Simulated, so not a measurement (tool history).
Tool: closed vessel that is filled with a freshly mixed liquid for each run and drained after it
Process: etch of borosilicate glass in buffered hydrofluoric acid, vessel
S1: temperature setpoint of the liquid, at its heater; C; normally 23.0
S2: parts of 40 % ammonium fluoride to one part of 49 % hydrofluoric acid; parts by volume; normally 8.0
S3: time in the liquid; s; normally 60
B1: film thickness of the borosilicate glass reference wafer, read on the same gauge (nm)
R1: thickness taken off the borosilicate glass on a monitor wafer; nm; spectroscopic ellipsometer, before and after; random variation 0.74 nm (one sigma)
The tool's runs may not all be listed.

Run 1, hour 0.0: usual settings but S2 7.0 parts by volume; B1 140.00. Result: R1 109.50 nm.
Run 2, hour 52.0: usual settings but S2 7.0 parts by volume; B1 140.03. Result: R1 108.60 nm.
Run 3, hour 128.4: usual settings; B1 140.02. Result: R1 93.32 nm.
Run 4, hour 223.8: usual settings; B1 139.97. Result: R1 95.01 nm.
Run 5, hour 279.0: usual settings; B1 140.02. Result: R1 93.09 nm.
Run 6, hour 340.2: usual settings; B1 139.98. Result: R1 96.91 nm.
Run 7, hour 384.8: usual settings; B1 139.98. Result: R1 96.08 nm.
Run 8, hour 453.8: usual settings but S1 24.0 C; B1 139.98. Result: R1 101.80 nm.
Run 9, hour 494.6: usual settings; B1 139.94. Result: R1 96.10 nm.
Run 10, hour 583.9: usual settings but S3 40 s; B1 139.95. Result: R1 64.99 nm.
Run 11, hour 640.6: usual settings; B1 139.98. Result: R1 95.69 nm.
Run 12, hour 833.1: usual settings; B1 140.04. Result: R1 99.36 nm.
At hour 965.8: hydrofluoric acid flow meter replaced.
Run 13, hour 1122.2: usual settings but S2 6.5 parts by volume; B1 140.00. Result: R1 117.47 nm.
At hour 1158.3: gauge calibrated.
Run 14, hour 1194.7: usual settings but S2 6.5 parts by volume; B1 139.97. Result: R1 117.54 nm.
Run 15, hour 1285.6: usual settings but S1 27.5 C, S2 10.0 parts by volume; B1 139.97. Result: R1 97.94 nm.
Run 16, hour 1351.7: usual settings but S1 27.5 C; B1 140.02. Result: R1 121.98 nm.
Run 17, hour 1425.7: usual settings but S2 10.0 parts by volume, S3 85 s; B1 140.04. Result: R1 110.02 nm.
Run 18, hour 1521.3: usual settings but S2 5.0 parts by volume; B1 139.97. Result: R1 152.25 nm.
At hour 1524.7: thermometer replaced.
Run 19, hour 1574.2: usual settings; B1 140.05. Result: R1 97.52 nm.
At hour 1790.3: hydrofluoric acid flow meter replaced.
Run 20, hour 1800.0: usual settings; B1 140.00. Result: R1 94.57 nm.
Run 21, hour 1902.0: usual settings but S2 9.0 parts by volume, S3 75 s; B1 140.03. Result: R1 104.98 nm.
Run 22, hour 1953.1: usual settings but S1 26.5 C; B1 140.00. Result: R1 113.12 nm.
Run 23, hour 2030.7: usual settings but S3 80 s; B1 139.97. Result: R1 127.10 nm.
Run 24, hour 2069.6: usual settings but S2 9.0 parts by volume; B1 140.00. Result: R1 85.15 nm.
Run 25, hour 2130.7: usual settings; B1 140.01. Result: R1 96.12 nm.
Run 26, hour 2220.1: usual settings but S1 18.5 C, S2 10.5 parts by volume, S3 45 s; B1 139.98. Result: R1 43.50 nm.
Run 27, hour 2301.4: usual settings but S2 5.0 parts by volume, S3 85 s; B1 140.07. Result: R1 212.47 nm.
Run 28, hour 2346.1: usual settings; B1 140.03. Result: R1 96.44 nm.
Run 29, hour 2424.4: usual settings but S1 18.0 C, S2 10.0 parts by volume, S3 30 s; B1 139.97. Result: R1 29.75 nm.
Run 30, hour 2467.3: usual settings; B1 140.02. Result: R1 96.53 nm.
Run 31, hour 2509.3: usual settings but S2 7.0 parts by volume; B1 140.04. Result: R1 110.88 nm.

Measured minus without-hidden-state, run by run (identical run-to-run variation in each term; gauge scatter may differ):
What the log doesn't record here: liquid hotter than its thermometer reads (K); hydrofluoric acid flow above the setpoint (%); gauge reads high (%).
run     R1
  1  +0.65
  2  +0.85
  3  +1.24
  4  +1.68
  5  +1.87
  6  +2.22
  7  +2.39
  8  +2.84
  9  +2.87
 10  +2.20
 11  +3.48
 12  +4.45
 13  +1.69
 14  +2.00
 15  +1.44
 16  +3.40
 17  +2.03
 18  +4.94
 19  +3.71
 20  +0.88
 21  +1.48
 22  +1.85
 23  +2.54
 24  +1.86
 25  +2.36
 26  +1.12
 27  +6.21
 28  +3.29
 29  +0.66
 30  +3.82
 31  +3.74
